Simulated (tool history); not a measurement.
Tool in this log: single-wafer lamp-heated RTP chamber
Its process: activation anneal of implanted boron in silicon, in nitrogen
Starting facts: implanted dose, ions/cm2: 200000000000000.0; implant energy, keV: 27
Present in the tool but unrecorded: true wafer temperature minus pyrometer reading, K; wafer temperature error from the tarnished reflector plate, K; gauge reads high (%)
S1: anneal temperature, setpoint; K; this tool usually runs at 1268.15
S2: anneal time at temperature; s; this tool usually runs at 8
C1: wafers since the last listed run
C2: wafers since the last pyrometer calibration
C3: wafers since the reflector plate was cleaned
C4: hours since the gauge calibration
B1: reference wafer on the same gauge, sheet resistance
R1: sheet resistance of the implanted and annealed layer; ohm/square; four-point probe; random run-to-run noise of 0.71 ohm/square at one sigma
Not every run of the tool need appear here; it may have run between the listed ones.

run,hour,S1,S2,C1,C2,C3,C4,B1,R1
1,0,1268.15,8,0,2630,3723,306.6,402,470.41
2,9.3,1268.15,8,74,2705,3798,315.9,402.04,469.15
3,15.9,1268.15,8,52,2758,3850,322.5,402,469.83
4,23.3,1268.15,8,59,2817,3910,329.9,401.95,469.84
5,31.7,1268.15,8,67,2885,3977,338.3,402.06,469.13
6,49,1268.15,8,138,3024,4116,355.6,402.01,469.82
7,56.1,1252.15,11,56,3081,4173,362.7,402.05,477.21
8,66.4,1252.15,11,82,3163,4256,373,402.06,477.24
9,76.6,1282.15,10,81,3245,4338,383.2,401.91,466.5
10,84.7,1282.15,10,65,3310,4403,391.3,401.9,465.2
11,95.1,1250.15,8,83,3394,4486,401.7,402,480.28
12,109.3,1250.15,8,113,3508,4600,415.9,402.01,480.12
13,120.6,1260.15,8,90,3598,4691,427.2,401.96,472.32
# hour 121.2: gauge calibrated
14,134.4,1260.15,8,110,3709,4802,13.2,401.95,472.55
15,146.3,1260.15,8,95,3805,4897,25.1,402.04,471.86
16,152.6,1268.15,8,50,3855,4948,31.4,401.99,469.71
17,165,1281.15,10,99,3955,5047,43.8,402.06,465.13
18,177.6,1253.15,13,101,4056,5149,56.4,401.96,473.93
19,190.3,1254.15,12,101,4158,5251,69.1,402.14,474.3
20,204.8,1268.15,8,116,4274,5367,83.6,402.07,468.85
# hour 217.3: pyrometer window cleaned and pyrometer calibrated
21,217.8,1268.15,8,40,4,5407,96.6,402,473.03
22,224.2,1268.15,8,51,55,5458,103,401.98,474.37
23,242.1,1277.15,8,143,199,5602,120.9,401.91,470.06
# hour 260.7: reflector plate cleaned
24,261.2,1268.15,3,89,288,3,140,402.11,476.01
25,270.7,1268.15,8,76,364,80,149.5,402.04,472.16
26,288.2,1268.15,8,140,505,220,167,402.02,473.27
27,301.9,1246.15,12,109,615,330,180.7,402.16,489.12
28,316.9,1294.15,13,120,735,451,195.7,401.95,464.88
29,330.7,1277.15,12,110,846,561,209.5,402.03,466.43
30,372.3,1260.15,10,333,1180,895,251.1,401.98,476.46
31,378.7,1288.15,12,51,1231,947,257.5,401.96,465.63
32,387.8,1250.15,3,73,1304,1020,266.6,401.95,488.4
33,394,1268.15,8,49,1354,1070,272.8,402.07,473.33

5 ways to go on from here, each from the tool as it stands after run 33. What would each give?
A,394.4,1245.15,8,3,1357,1073,273.2,?,?
B,394.4,1239.15,8,3,1357,1073,273.2,?,?
C,394.4,1279.15,9,3,1357,1073,273.2,?,?
D,394.4,1254.15,3,3,1357,1073,273.2,?,?
E,394.4,1268.15,11,3,1357,1073,273.2,?,?

run,B1,R1
A,401.89,491.68
B,401.89,500.89
C,401.89,467.81
D,401.89,484.77
E,401.89,470.68
Without the tool's hidden state the same runs would have given:
run,R1
A,497.45
B,508.15
C,468.83
D,488.58
E,472.54
